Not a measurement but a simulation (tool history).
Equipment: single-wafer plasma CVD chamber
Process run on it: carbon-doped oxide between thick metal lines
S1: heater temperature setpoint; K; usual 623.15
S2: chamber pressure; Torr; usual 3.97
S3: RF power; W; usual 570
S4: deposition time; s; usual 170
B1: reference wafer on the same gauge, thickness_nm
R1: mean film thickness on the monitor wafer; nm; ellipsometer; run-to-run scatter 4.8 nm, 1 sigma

run,day,S1,S2,S3,S4,B1,R1
1,0.000,623.15,3.97,570,170,758.269,939.935
2,3.725,619.15,3.97,570,170,760.560,952.208
3,5.317,623.15,3.97,570,170,761.711,945.060
4,9.725,623.15,3.97,570,170,762.785,942.288
# day 13.604: capacitance manometer re-zeroed and calibrated
5,14.017,623.15,3.97,570,170,763.729,947.819
# day 16.683: showerhead replaced
6,17.029,623.15,3.48,605,170,764.301,957.387
# day 18.492: thermocouple changed; heater temperature recalibrated
7,21.358,623.15,3.48,605,170,764.302,953.287
# day 22.525: gauge calibrated
# day 24.162: RF generator calibrated
8,24.433,633.15,3.97,570,156,733.505,815.054
9,26.558,619.15,3.97,570,170,738.325,935.587

What does the tool deliver on the next run?
10,28.454,623.15,3.97,570,170,?,?

For run 10 the tool returned B1 739.995, R1 912.624 nm.
If the tool had no hidden condition, the same run with the same run-to-run variation would have returned R1 900.262 nm.
